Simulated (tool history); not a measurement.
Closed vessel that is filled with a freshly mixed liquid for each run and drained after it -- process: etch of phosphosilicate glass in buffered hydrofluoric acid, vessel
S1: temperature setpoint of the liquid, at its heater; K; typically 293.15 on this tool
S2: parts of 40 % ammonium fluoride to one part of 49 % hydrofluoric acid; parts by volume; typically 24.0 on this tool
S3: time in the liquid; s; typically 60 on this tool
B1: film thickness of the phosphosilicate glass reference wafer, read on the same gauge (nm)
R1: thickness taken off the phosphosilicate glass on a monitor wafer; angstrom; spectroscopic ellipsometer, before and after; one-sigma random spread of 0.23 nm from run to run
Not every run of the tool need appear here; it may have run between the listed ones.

| run | day | S1 | S2 | S3 | B1 | R1 |
|---|---|---|---|---|---|---|
| 1 | 0.000 | 293.15 | 24.0 | 60 | 30.01 | 929.0 |
| 2 | 0.738 | 293.15 | 24.0 | 60 | 30.04 | 931.3 |
| 3 | 1.233 | 291.15 | 24.0 | 60 | 30.01 | 832.7 |
| 4 | 1.808 | 291.15 | 24.0 | 60 | 30.00 | 828.1 |
| 5 | 2.321 | 291.15 | 24.0 | 60 | 29.99 | 833.8 |
| 6 | 2.650 | 293.15 | 24.0 | 60 | 29.97 | 933.5 |
| 7 | 3.171 | 293.15 | 24.0 | 60 | 30.01 | 926.9 |
| 8 | 3.575 | 293.15 | 24.0 | 60 | 29.98 | 928.3 |
| 9 | 4.112 | 293.15 | 20.0 | 50 | 30.00 | 876.6 |
| 10 | 4.817 | 295.65 | 27.0 | 60 | 30.01 | 974.3 |
|  | 4.988 | thermometer replaced |
| 11 | 5.371 | 295.65 | 27.0 | 60 | 30.02 | 839.2 |
|  | 5.417 | hydrofluoric acid flow meter replaced |
| 12 | 6.733 | 297.65 | 26.5 | 30 | 29.98 | 522.2 |
| 13 | 7.167 | 293.15 | 24.0 | 60 | 29.99 | 874.2 |
|  | 7.192 | gauge calibrated |
| 14 | 7.500 | 293.15 | 30.0 | 90 | 29.99 | 1114.2 |
| 15 | 7.804 | 293.15 | 24.0 | 60 | 30.00 | 875.4 |
| 16 | 8.171 | 293.15 | 24.0 | 35 | 30.03 | 510.0 |
| 17 | 8.879 | 290.15 | 24.0 | 60 | 29.99 | 736.1 |
| 18 | 9.175 | 293.15 | 24.0 | 60 | 29.98 | 873.3 |
| 19 | 9.867 | 293.15 | 24.0 | 80 | 29.99 | 1158.6 |
| 20 | 10.212 | 293.15 | 20.5 | 60 | 30.01 | 968.3 |
| 21 | 10.562 | 297.65 | 24.0 | 35 | 30.00 | 651.8 |
| 22 | 10.925 | 293.15 | 27.5 | 35 | 30.02 | 462.0 |
| 23 | 11.400 | 293.15 | 24.0 | 60 | 29.99 | 868.0 |

Table of differences, measured result less the result of that run with no hidden state. Run-to-run variation is the same in both. Gauge scatter possibly is not:
Unlogged tool condition in this case: liquid hotter than its thermometer reads (K); hydrofluoric acid flow below the setpoint (%); gauge reads high (%).
| run | R1 |
|---|---|
| 1 | +52.2 |
| 2 | +52.5 |
| 3 | +48.3 |
| 4 | +47.9 |
| 5 | +48.6 |
| 6 | +53.1 |
| 7 | +52.7 |
| 8 | +52.7 |
| 9 | +49.6 |
| 10 | +45.2 |
| 11 | -88.8 |
| 12 | -2.8 |
| 13 | -4.6 |
| 14 | -11.8 |
| 15 | -4.7 |
| 16 | -2.6 |
| 17 | -3.3 |
| 18 | -3.9 |
| 19 | -4.8 |
| 20 | -4.3 |
| 21 | -3.0 |
| 22 | -2.0 |
| 23 | -3.6 |

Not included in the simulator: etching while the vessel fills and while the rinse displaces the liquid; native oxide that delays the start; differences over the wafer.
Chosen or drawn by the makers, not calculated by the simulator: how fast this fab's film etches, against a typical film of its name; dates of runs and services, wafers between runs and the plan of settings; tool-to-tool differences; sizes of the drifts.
